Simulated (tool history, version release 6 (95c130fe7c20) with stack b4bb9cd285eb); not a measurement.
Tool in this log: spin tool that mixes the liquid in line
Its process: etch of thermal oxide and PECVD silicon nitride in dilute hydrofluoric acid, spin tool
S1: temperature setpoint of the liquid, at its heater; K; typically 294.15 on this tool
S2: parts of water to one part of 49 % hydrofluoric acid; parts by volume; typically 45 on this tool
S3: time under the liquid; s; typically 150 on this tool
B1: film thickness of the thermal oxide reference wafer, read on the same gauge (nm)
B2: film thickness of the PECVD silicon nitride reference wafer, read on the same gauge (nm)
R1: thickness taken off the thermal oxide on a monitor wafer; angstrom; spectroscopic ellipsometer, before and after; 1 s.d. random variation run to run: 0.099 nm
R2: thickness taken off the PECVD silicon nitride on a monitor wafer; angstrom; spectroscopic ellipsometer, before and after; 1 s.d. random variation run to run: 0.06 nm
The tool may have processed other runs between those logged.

| run | hour | S1 | S2 | S3 | B1 | B2 | R1 | R2 |
|---|---|---|---|---|---|---|---|---|
| 1 | 0 | 294.15 | 45 | 150 | 60 | 139.97 | 172.5 | 95.2 |
| 2 | 14.8 | 294.15 | 45 | 105 | 59.98 | 140.02 | 120.7 | 66.8 |
| 3 | 45.1 | 294.15 | 45 | 150 | 60.02 | 140 | 172.1 | 95.5 |
| 4 | 80 | 294.15 | 45 | 150 | 60.01 | 140 | 172.6 | 95.2 |
| 5 | 111.8 | 294.15 | 45 | 150 | 60.02 | 140 | 171.4 | 96.1 |
| 6 | 129.7 | 294.15 | 45 | 150 | 59.99 | 140 | 172.3 | 95.9 |
| 7 | 144.9 | 294.15 | 30 | 105 | 60 | 140.01 | 185.8 | 97.7 |
| 8 | 171.6 | 294.15 | 35 | 150 | 60 | 139.99 | 220.9 | 121.4 |
| 9 | 245.5 | 298.65 | 35 | 150 | 60 | 139.97 | 270.6 | 165.9 |
| 10 | 269.5 | 294.15 | 55 | 60 | 59.99 | 139.95 | 55.4 | 31.1 |
| 11 | 305.1 | 297.15 | 55 | 85 | 60 | 139.96 | 90.1 | 54.4 |
|  | 317.2 | thermometer replaced |
| 12 | 317.7 | 294.15 | 45 | 65 | 59.99 | 139.97 | 74.5 | 41.4 |
| 13 | 346.9 | 294.15 | 45 | 150 | 60 | 140.04 | 172.6 | 95.4 |
| 14 | 371.3 | 298.15 | 30 | 105 | 60.03 | 139.97 | 217.8 | 130.5 |
| 15 | 383.9 | 294.15 | 45 | 75 | 59.99 | 140.04 | 85.7 | 47.4 |
|  | 404.1 | hydrofluoric acid flow meter replaced |
| 16 | 418.2 | 294.15 | 45 | 75 | 59.99 | 139.98 | 85.5 | 47.3 |
|  | 427.4 | gauge calibrated |
| 17 | 440.7 | 294.15 | 45 | 150 | 60 | 140 | 173 | 94 |
| 18 | 459.7 | 291.65 | 60 | 220 | 59.99 | 140 | 168.7 | 89.8 |
| 19 | 479.5 | 294.15 | 45 | 150 | 59.97 | 139.99 | 171.4 | 94.7 |
| 20 | 507 | 294.15 | 45 | 150 | 59.96 | 139.96 | 171.9 | 96 |
| 21 | 531.2 | 290.15 | 55 | 100 | 59.99 | 140.02 | 77.7 | 39.4 |
| 22 | 556.4 | 298.15 | 45 | 150 | 60.01 | 140.06 | 204.3 | 124.9 |
| 23 | 579.9 | 294.15 | 55 | 185 | 60 | 140 | 171.4 | 96 |
| 24 | 600.4 | 290.15 | 35 | 150 | 59.97 | 139.99 | 189.3 | 92.1 |
| 25 | 624.4 | 294.15 | 45 | 150 | 59.99 | 140 | 171.6 | 94.9 |

Here are 5 independent what-if runs from the current tool condition. What would each one return?
| A | 624.9 | 294.15 | 45 | 150 | ? | ? | ? | ? |
| B | 624.9 | 296.65 | 25 | 150 | ? | ? | ? | ? |
| C | 624.9 | 291.65 | 60 | 195 | ? | ? | ? | ? |
| D | 624.9 | 292.65 | 45 | 150 | ? | ? | ? | ? |
| E | 624.9 | 290.15 | 60 | 115 | ? | ? | ? | ? |

| run | B1 | B2 | R1 | R2 |
|---|---|---|---|---|
| A | 59.98 | 139.99 | 173.1 | 94.6 |
| B | 59.98 | 139.99 | 355.3 | 198.4 |
| C | 59.98 | 139.99 | 149.1 | 78.1 |
| D | 59.98 | 139.99 | 162.4 | 85.2 |
| E | 59.98 | 139.99 | 82.4 | 41.5 |
Without the tool's unlogged condition, the same runs would have read:
| run | R1 | R2 |
|---|---|---|
| A | 173.1 | 94.6 |
| B | 355.3 | 198.4 |
| C | 149.1 | 78.1 |
| D | 162.4 | 85.2 |
| E | 82.4 | 41.5 |
